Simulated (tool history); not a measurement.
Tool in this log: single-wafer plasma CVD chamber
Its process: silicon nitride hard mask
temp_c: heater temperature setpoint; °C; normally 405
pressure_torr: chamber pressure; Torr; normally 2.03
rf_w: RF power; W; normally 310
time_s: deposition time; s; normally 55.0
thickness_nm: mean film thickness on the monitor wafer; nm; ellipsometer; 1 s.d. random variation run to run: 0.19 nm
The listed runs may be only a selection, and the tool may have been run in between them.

| run | day | temp_c | pressure_torr | rf_w | time_s | read-back reference wafer on the same gauge, thickness_nm | thickness_nm |
|---|---|---|---|---|---|---|---|
| 1 | 0.000 | 405 | 2.03 | 310 | 55.0 | 66.428 | 63.280 |
| 2 | 1.846 | 405 | 2.03 | 310 | 50.6 | 66.427 | 58.797 |
| 3 | 3.658 | 405 | 2.03 | 310 | 50.6 | 66.424 | 58.594 |
| 4 | 5.188 | 405 | 2.03 | 310 | 50.6 | 66.327 | 58.954 |
| 5 | 7.825 | 405 | 2.03 | 270 | 55.0 | 66.520 | 56.857 |
| 6 | 10.117 | 405 | 2.03 | 270 | 55.0 | 66.452 | 56.773 |
| 7 | 12.667 | 405 | 2.03 | 270 | 55.0 | 66.403 | 56.732 |
| 8 | 14.817 | 405 | 2.03 | 310 | 55.0 | 66.363 | 64.377 |
| 9 | 16.683 | 405 | 2.03 | 310 | 55.0 | 66.358 | 64.501 |
| 10 | 18.092 | 405 | 2.03 | 310 | 55.0 | 66.254 | 64.721 |
|  | 19.779 | gauge calibrated |
| 11 | 20.004 | 405 | 2.03 | 310 | 55.0 | 66.334 | 64.271 |
| 12 | 26.088 | 405 | 2.03 | 310 | 55.0 | 66.421 | 64.127 |
|  | 27.812 | showerhead replaced, of another model than before |
| 13 | 28.504 | 405 | 2.03 | 310 | 55.0 | 66.377 | 65.013 |
| 14 | 30.154 | 405 | 2.03 | 310 | 55.0 | 66.368 | 64.918 |
|  | 31.338 | thermocouple changed; heater temperature recalibrated |
| 15 | 32.517 | 410 | 2.36 | 330 | 49.7 | 66.383 | 64.401 |
|  | 33.567 | RF generator calibrated |
| 16 | 34.779 | 392 | 2.03 | 310 | 55.0 | 66.540 | 65.162 |
| 17 | 36.558 | 405 | 2.03 | 310 | 64.8 | 66.415 | 76.604 |
| 18 | 37.838 | 405 | 2.03 | 310 | 50.6 | 66.356 | 60.158 |
| 19 | 40.042 | 405 | 2.03 | 310 | 55.0 | 66.294 | 65.455 |

Run 20, settings as shown, results not yet in. Your forecast:
| 20 | 42.304 | 412 | 1.72 | 285 | 58.1 | ? | ? |

{"run 20": {"read-back reference wafer on the same gauge, thickness_nm": 66.404, "thickness_nm": 60.008}}
Were there no unlogged condition in the tool, this run, its random variation unchanged, would have produced thickness_nm 57.998 nm.
